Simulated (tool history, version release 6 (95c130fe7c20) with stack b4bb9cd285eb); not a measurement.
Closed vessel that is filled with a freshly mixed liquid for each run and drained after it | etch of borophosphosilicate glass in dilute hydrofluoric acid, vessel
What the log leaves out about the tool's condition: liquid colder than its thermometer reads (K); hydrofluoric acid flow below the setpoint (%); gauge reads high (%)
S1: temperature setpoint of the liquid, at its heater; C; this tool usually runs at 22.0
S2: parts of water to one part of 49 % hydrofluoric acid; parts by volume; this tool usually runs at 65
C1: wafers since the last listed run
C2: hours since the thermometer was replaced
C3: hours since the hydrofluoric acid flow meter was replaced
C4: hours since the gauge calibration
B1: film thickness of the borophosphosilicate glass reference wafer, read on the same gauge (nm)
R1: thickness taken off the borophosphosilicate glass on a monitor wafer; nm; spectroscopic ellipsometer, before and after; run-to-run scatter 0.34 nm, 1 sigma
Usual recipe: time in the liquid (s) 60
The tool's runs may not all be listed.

run 1 hour=0.0 | S1=22.0 S2=65 time_in_the_liquid_(s)=70 | C1=0 C2=242.6 C3=1026.4 C4=185.3 | B1=140.01 | R1=50.21
run 2 hour=44.3 | S1=22.0 S2=65 time_in_the_liquid_(s)=60 | C1=4790 C2=286.9 C3=1070.7 C4=229.6 | B1=140.01 | R1=42.45
run 3 hour=146.8 | S1=22.0 S2=65 time_in_the_liquid_(s)=60 | C1=11083 C2=389.4 C3=1173.2 C4=332.1 | B1=139.97 | R1=41.58
-- hour=363.8 thermometer replaced
run 4 hour=453.8 | S1=20.5 S2=65 time_in_the_liquid_(s)=45 | C1=33087 C2=90.0 C3=1480.2 C4=639.1 | B1=140.00 | R1=30.59
run 5 hour=515.8 | S1=20.5 S2=65 time_in_the_liquid_(s)=45 | C1=6703 C2=152.0 C3=1542.2 C4=701.1 | B1=140.01 | R1=29.64
run 6 hour=594.9 | S1=22.0 S2=65 time_in_the_liquid_(s)=60 | C1=8552 C2=231.1 C3=1621.3 C4=780.2 | B1=139.98 | R1=41.93
-- hour=604.1 hydrofluoric acid flow meter replaced
run 7 hour=701.4 | S1=22.0 S2=65 time_in_the_liquid_(s)=60 | C1=11407 C2=337.6 C3=97.3 C4=886.7 | B1=140.00 | R1=44.13
-- hour=743.2 gauge calibrated
run 8 hour=752.0 | S1=22.0 S2=65 time_in_the_liquid_(s)=60 | C1=5471 C2=388.2 C3=147.9 C4=8.8 | B1=140.00 | R1=44.04
run 9 hour=826.8 | S1=19.0 S2=85 time_in_the_liquid_(s)=85 | C1=8088 C2=463.0 C3=222.7 C4=83.6 | B1=140.00 | R1=40.43
run 10 hour=912.9 | S1=22.0 S2=50 time_in_the_liquid_(s)=60 | C1=9309 C2=549.1 C3=308.8 C4=169.7 | B1=140.02 | R1=56.45
-- hour=999.4 thermometer replaced
run 11 hour=1002.4 | S1=25.0 S2=40 time_in_the_liquid_(s)=50 | C1=9569 C2=3.0 C3=398.3 C4=259.2 | B1=139.99 | R1=72.17
run 12 hour=1096.6 | S1=22.0 S2=65 time_in_the_liquid_(s)=60 | C1=10185 C2=97.2 C3=492.5 C4=353.4 | B1=140.00 | R1=45.23
run 13 hour=1201.8 | S1=22.0 S2=65 time_in_the_liquid_(s)=60 | C1=11375 C2=202.4 C3=597.7 C4=458.6 | B1=140.01 | R1=44.40
run 14 hour=1254.0 | S1=22.0 S2=65 time_in_the_liquid_(s)=95 | C1=5644 C2=254.6 C3=649.9 C4=510.8 | B1=140.01 | R1=68.89
run 15 hour=1307.3 | S1=22.0 S2=65 time_in_the_liquid_(s)=60 | C1=5763 C2=307.9 C3=703.2 C4=564.1 | B1=139.98 | R1=43.46
run 16 hour=1473.0 | S1=23.5 S2=45 time_in_the_liquid_(s)=35 | C1=17916 C2=473.6 C3=868.9 C4=729.8 | B1=140.01 | R1=38.47
run 17 hour=1571.5 | S1=26.0 S2=55 time_in_the_liquid_(s)=85 | C1=10650 C2=572.1 C3=967.4 C4=828.3 | B1=139.99 | R1=83.69

Forecast each of these 5 alternatives for the next run:
run A hour=1572.2 | S1=22.0 S2=85 time_in_the_liquid_(s)=60 | C1=75 C2=572.8 C3=968.1 C4=829.0 | B1=? | R1=?
run B hour=1572.2 | S1=19.5 S2=65 time_in_the_liquid_(s)=90 | C1=75 C2=572.8 C3=968.1 C4=829.0 | B1=? | R1=?
run C hour=1572.2 | S1=17.0 S2=65 time_in_the_liquid_(s)=60 | C1=75 C2=572.8 C3=968.1 C4=829.0 | B1=? | R1=?
run D hour=1572.2 | S1=26.5 S2=65 time_in_the_liquid_(s)=80 | C1=75 C2=572.8 C3=968.1 C4=829.0 | B1=? | R1=?
run E hour=1572.2 | S1=26.0 S2=65 time_in_the_liquid_(s)=60 | C1=75 C2=572.8 C3=968.1 C4=829.0 | B1=? | R1=?

run=A B1=140.02 R1=30.47
run=B B1=140.02 R1=55.08
run=C B1=140.02 R1=32.95
run=D B1=140.02 R1=65.50
run=E B1=140.02 R1=48.14
Had the tool no hidden state, the same runs would have come out as:
run=A R1=34.39
run=B R1=62.27
run=C R1=37.32
run=D R1=73.76
run=E R1=54.23
